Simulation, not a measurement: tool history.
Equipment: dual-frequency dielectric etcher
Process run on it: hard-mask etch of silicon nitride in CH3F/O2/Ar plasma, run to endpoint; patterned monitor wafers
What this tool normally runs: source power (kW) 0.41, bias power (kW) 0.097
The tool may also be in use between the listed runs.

run	hour	source power (kW)	bias power (kW)	wafers since the last listed run	hours since the last wet clean	hours since the last source power generator calibration	hours since the last bias power generator calibration	hours since the last upper electrode change	incoming incoming film thickness, nm	endpoint time (s)
1	0	0.41	0.097	0	439.8	4147.9	2298.7	5895.9	36.75	48.9
2	20.3	0.41	0.097	282	460.1	4168.2	2319	5916.2	36.8	49.1
3	34.6	0.41	0.097	198	474.4	4182.5	2333.3	5930.5	36.72	49.1
4	57.6	0.41	0.097	319	497.4	4205.5	2356.3	5953.5	36.35	49.1
5	75.4	0.41	0.097	247	515.2	4223.3	2374.1	5971.3	36.7	49.3
6	92.6	0.41	0.079	239	532.4	4240.5	2391.3	5988.5	36.81	52.4
7	112.9	0.41	0.097	282	552.7	4260.8	2411.6	6008.8	36.43	49.8
# hour 139.2: wet clean of the chamber
8	139.7	0.41	0.097	38	0.5	4287.6	2438.4	6035.6	36.5	46.7
9	159.8	0.41	0.097	279	20.6	4307.7	2458.5	6055.7	36.21	46.7
10	186.2	0.46	0.087	366	47	4334.1	2484.9	6082.1	36.75	46.3
11	215.6	0.32	0.107	408	76.4	4363.5	2514.3	6111.5	36.56	48.2
# hour 252.6: source power generator calibrated
12	271.6	0.41	0.097	722	132.4	19	2570.3	6167.5	36.38	46.1
# hour 289.7: bias power generator calibrated
13	290.2	0.5	0.104	202	151	37.6	0.5	6186.1	36.66	43.6
14	310.9	0.44	0.107	287	171.7	58.3	21.2	6206.8	36.66	45.3

For run 15, what comes out?
# hour 343.3: upper electrode replaced
15	343.8	0.37	0.082	123	204.6	91.2	54.1	0.5	36.67	?

endpoint time (s): 51.3
Take away the tool's hidden state, keep the run-to-run variation as it was, and the same run would have given endpoint time (s) 50.2.
